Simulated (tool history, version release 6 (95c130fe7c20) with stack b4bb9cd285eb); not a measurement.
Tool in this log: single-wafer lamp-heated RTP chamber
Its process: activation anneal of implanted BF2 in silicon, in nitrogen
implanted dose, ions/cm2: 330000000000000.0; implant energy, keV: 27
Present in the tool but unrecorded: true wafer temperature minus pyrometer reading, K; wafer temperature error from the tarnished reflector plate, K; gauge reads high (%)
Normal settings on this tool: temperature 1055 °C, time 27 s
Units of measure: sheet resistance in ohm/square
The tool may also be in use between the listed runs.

| run | hour | temperature | time | wafers since the last listed run | wafers since the last pyrometer calibration | wafers since the reflector plate was cleaned | hours since the gauge calibration | read-back reference wafer on the same gauge, sheet resistance | sheet resistance |
|---|---|---|---|---|---|---|---|---|---|
| 1 | 0.0 | 1055 | 35 | 0 | 4088 | 5473 | 55.3 | 378.08 | 321.86 |
| 2 | 12.3 | 1055 | 27 | 285 | 4373 | 5759 | 67.6 | 378.35 | 325.01 |
| 3 | 21.4 | 1055 | 27 | 211 | 4585 | 5970 | 76.7 | 377.86 | 325.41 |
| 4 | 34.0 | 1055 | 27 | 292 | 4877 | 6263 | 89.3 | 378.01 | 325.38 |
| 5 | 42.3 | 1055 | 27 | 192 | 5070 | 6456 | 97.6 | 377.84 | 325.21 |
| 6 | 58.6 | 1055 | 27 | 378 | 5449 | 6835 | 113.9 | 378.20 | 325.40 |
| 7 | 76.5 | 1032 | 27 | 415 | 5865 | 7251 | 131.8 | 377.91 | 328.01 |
| 8 | 84.1 | 1032 | 27 | 176 | 6041 | 7427 | 139.4 | 378.09 | 328.31 |
| 9 | 93.1 | 1032 | 27 | 209 | 6251 | 7636 | 148.4 | 377.90 | 328.67 |
| 10 | 101.3 | 1055 | 27 | 190 | 6441 | 7827 | 156.6 | 377.75 | 325.37 |
|  | 116.8 | pyrometer window cleaned and pyrometer calibrated |
| 11 | 117.4 | 1042 | 12 | 188 | 12 | 8015 | 172.7 | 378.05 | 331.57 |

Estimate the outcome of run 12 from the log above:
|  | 123.8 | gauge calibrated |
|  | 127.0 | reflector plate cleaned |
| 12 | 129.4 | 1031 | 19 | 92 | 105 | 56 | 5.6 | ? | ? |

read-back reference wafer on the same gauge, sheet resistance: 378.19
sheet resistance: 330.26 ohm/square
If the tool had no hidden condition, the same run with the same run-to-run variation would have returned sheet resistance 330.26 ohm/square.

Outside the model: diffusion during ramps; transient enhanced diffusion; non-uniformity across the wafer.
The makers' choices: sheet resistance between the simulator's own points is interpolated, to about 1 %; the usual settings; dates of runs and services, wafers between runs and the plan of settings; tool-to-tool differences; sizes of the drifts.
